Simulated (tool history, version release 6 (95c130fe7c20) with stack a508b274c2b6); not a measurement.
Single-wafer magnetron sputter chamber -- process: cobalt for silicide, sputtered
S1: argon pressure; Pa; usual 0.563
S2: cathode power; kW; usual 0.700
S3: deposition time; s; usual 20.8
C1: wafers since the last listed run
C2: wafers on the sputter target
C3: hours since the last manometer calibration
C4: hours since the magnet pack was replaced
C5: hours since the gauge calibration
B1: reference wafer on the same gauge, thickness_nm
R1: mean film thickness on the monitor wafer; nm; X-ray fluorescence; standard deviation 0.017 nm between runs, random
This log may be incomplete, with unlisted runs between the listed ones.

run 1 hour=0.0 | S1=0.563 S2=0.700 S3=20.8 | C1=0 C2=19885 C3=341.4 C4=13120.1 C5=2228.0 | B1=6.068 | R1=6.900
-- hour=102.2 sputter target and shields replaced
run 2 hour=106.9 | S1=0.563 S2=0.700 S3=20.8 | C1=3035 C2=143 C3=448.3 C4=13227.0 C5=2334.9 | B1=6.069 | R1=6.907
-- hour=148.8 magnet pack replaced
run 3 hour=212.9 | S1=0.563 S2=0.700 S3=20.8 | C1=3008 C2=3152 C3=554.3 C4=64.1 C5=2440.9 | B1=6.069 | R1=6.893
run 4 hour=292.5 | S1=0.563 S2=0.700 S3=20.8 | C1=2443 C2=5595 C3=633.9 C4=143.7 C5=2520.5 | B1=6.068 | R1=6.867
run 5 hour=347.8 | S1=0.563 S2=0.700 S3=20.8 | C1=1697 C2=7293 C3=689.2 C4=199.0 C5=2575.8 | B1=6.069 | R1=6.874
run 6 hour=454.6 | S1=0.563 S2=0.700 S3=20.8 | C1=3278 C2=10571 C3=796.0 C4=305.8 C5=2682.6 | B1=6.067 | R1=6.888
run 7 hour=520.7 | S1=0.700 S2=0.700 S3=20.8 | C1=2029 C2=12600 C3=862.1 C4=371.9 C5=2748.7 | B1=6.072 | R1=6.549
run 8 hour=624.4 | S1=0.700 S2=0.700 S3=20.8 | C1=3183 C2=15783 C3=965.8 C4=475.6 C5=2852.4 | B1=6.069 | R1=6.570
run 9 hour=706.2 | S1=0.700 S2=0.700 S3=20.8 | C1=2510 C2=18294 C3=1047.6 C4=557.4 C5=2934.2 | B1=6.069 | R1=6.533
run 10 hour=750.7 | S1=0.563 S2=0.700 S3=17.9 | C1=1366 C2=19660 C3=1092.1 C4=601.9 C5=2978.7 | B1=6.070 | R1=5.875
run 11 hour=800.6 | S1=0.684 S2=0.600 S3=17.9 | C1=1531 C2=21192 C3=1142.0 C4=651.8 C5=3028.6 | B1=6.070 | R1=4.843
-- hour=809.0 sputter target and shields replaced
run 12 hour=851.6 | S1=0.563 S2=0.800 S3=23.8 | C1=1319 C2=1306 C3=1193.0 C4=702.8 C5=3079.6 | B1=6.071 | R1=8.932
run 13 hour=1060.2 | S1=0.735 S2=0.600 S3=18.3 | C1=6403 C2=7710 C3=1401.6 C4=911.4 C5=3288.2 | B1=6.072 | R1=4.868
run 14 hour=1124.2 | S1=0.429 S2=0.700 S3=23.4 | C1=1964 C2=9674 C3=1465.6 C4=975.4 C5=3352.2 | B1=6.068 | R1=8.009
run 15 hour=1211.4 | S1=0.563 S2=0.700 S3=20.8 | C1=2676 C2=12351 C3=1552.8 C4=1062.6 C5=3439.4 | B1=6.070 | R1=6.781
run 16 hour=1302.9 | S1=0.750 S2=0.850 S3=23.7 | C1=2808 C2=15160 C3=1644.3 C4=1154.1 C5=3530.9 | B1=6.071 | R1=8.868
-- hour=1354.9 capacitance manometer re-zeroed and calibrated
run 17 hour=1398.8 | S1=0.563 S2=0.700 S3=20.8 | C1=2698 C2=17858 C3=43.9 C4=1250.0 C5=3626.8 | B1=6.071 | R1=6.966
-- hour=1477.5 gauge calibrated
run 18 hour=1482.6 | S1=0.450 S2=0.800 S3=20.8 | C1=2572 C2=20431 C3=127.7 C4=1333.8 C5=5.1 | B1=6.071 | R1=8.174
-- hour=1613.8 sputter target and shields replaced
run 19 hour=1614.3 | S1=0.477 S2=0.550 S3=22.2 | C1=3797 C2=16 C3=259.4 C4=1465.5 C5=136.8 | B1=6.069 | R1=5.958
run 20 hour=1794.5 | S1=0.563 S2=0.700 S3=20.8 | C1=5531 C2=5547 C3=439.6 C4=1645.7 C5=317.0 | B1=6.070 | R1=6.915
run 21 hour=1871.2 | S1=0.563 S2=0.700 S3=20.8 | C1=2354 C2=7901 C3=516.3 C4=1722.4 C5=393.7 | B1=6.066 | R1=6.934
run 22 hour=1918.2 | S1=0.563 S2=0.700 S3=20.8 | C1=1442 C2=9344 C3=563.3 C4=1769.4 C5=440.7 | B1=6.071 | R1=6.920
run 23 hour=1985.6 | S1=0.341 S2=0.700 S3=24.4 | C1=2068 C2=11413 C3=630.7 C4=1836.8 C5=508.1 | B1=6.066 | R1=8.599
run 24 hour=2039.5 | S1=0.729 S2=0.700 S3=20.8 | C1=1654 C2=13068 C3=684.6 C4=1890.7 C5=562.0 | B1=6.069 | R1=6.611
run 25 hour=2127.3 | S1=0.563 S2=0.700 S3=20.8 | C1=2695 C2=15763 C3=772.4 C4=1978.5 C5=649.8 | B1=6.069 | R1=6.885
run 26 hour=2188.6 | S1=0.753 S2=0.650 S3=17.7 | C1=1881 C2=17645 C3=833.7 C4=2039.8 C5=711.1 | B1=6.072 | R1=5.128
-- hour=2259.0 sputter target and shields replaced
run 27 hour=2271.5 | S1=0.563 S2=0.600 S3=20.8 | C1=2299 C2=382 C3=916.6 C4=2122.7 C5=794.0 | B1=6.069 | R1=5.889
run 28 hour=2365.1 | S1=0.785 S2=0.750 S3=18.8 | C1=2873 C2=3256 C3=1010.2 C4=2216.3 C5=887.6 | B1=6.072 | R1=6.233
run 29 hour=2420.1 | S1=0.563 S2=0.650 S3=20.8 | C1=1688 C2=4944 C3=1065.2 C4=2271.3 C5=942.6 | B1=6.070 | R1=6.342
run 30 hour=2469.1 | S1=0.563 S2=0.700 S3=20.8 | C1=1504 C2=6448 C3=1114.2 C4=2320.3 C5=991.6 | B1=6.070 | R1=6.850
run 31 hour=2525.3 | S1=0.340 S2=0.700 S3=18.5 | C1=1725 C2=8173 C3=1170.4 C4=2376.5 C5=1047.8 | B1=6.068 | R1=6.489
run 32 hour=2619.6 | S1=0.748 S2=0.800 S3=20.8 | C1=2894 C2=11068 C3=1264.7 C4=2470.8 C5=1142.1 | B1=6.070 | R1=7.389
-- hour=2657.9 capacitance manometer re-zeroed and calibrated
run 33 hour=2718.7 | S1=0.368 S2=0.900 S3=19.5 | C1=2796 C2=13864 C3=60.8 C4=2569.9 C5=1241.2 | B1=6.070 | R1=8.861
run 34 hour=2800.3 | S1=0.563 S2=0.700 S3=20.8 | C1=2504 C2=16369 C3=142.4 C4=2651.5 C5=1322.8 | B1=6.070 | R1=6.971

Selected run-to-run steps in R1, each split into two signed amounts: the part the tool would show with no hidden state at all (from settings, incoming material and random variation), and the remainder, which goes to the hidden state together with any gauge scatter not common to the measured and the hidden-state-free results:
The hidden state here: deposition rate above that of a new target (%); true argon pressure above the setpoint (%); gauge reads high (%).
Run 11 -> 12: S1 0.684 -> 0.563, S2 0.600 -> 0.800, S3 17.9 -> 23.8, sputter target and shields replaced. R1 +4.089 nm: hidden state -0.072, all else +4.161.
Run 12 -> 13: S1 0.563 -> 0.735, S2 0.800 -> 0.600, S3 23.8 -> 18.3. R1 -4.064 nm: hidden state +0.041, all else -4.105.
Run 13 -> 14: S1 0.735 -> 0.429, S2 0.600 -> 0.700, S3 18.3 -> 23.4. R1 +3.141 nm: hidden state -0.015, all else +3.156.
Run 15 -> 16: S1 0.563 -> 0.750, S2 0.700 -> 0.850, S3 20.8 -> 23.7. R1 +2.087 nm: hidden state -0.137, all else +2.224.
Run 16 -> 17: S1 0.750 -> 0.563, S2 0.850 -> 0.700, S3 23.7 -> 20.8, capacitance manometer re-zeroed and calibrated. R1 -1.902 nm: hidden state +0.313, all else -2.215.
Run 32 -> 33: S1 0.748 -> 0.368, S2 0.800 -> 0.900, S3 20.8 -> 19.5, capacitance manometer re-zeroed and calibrated. R1 +1.472 nm: hidden state +0.183, all else +1.289.
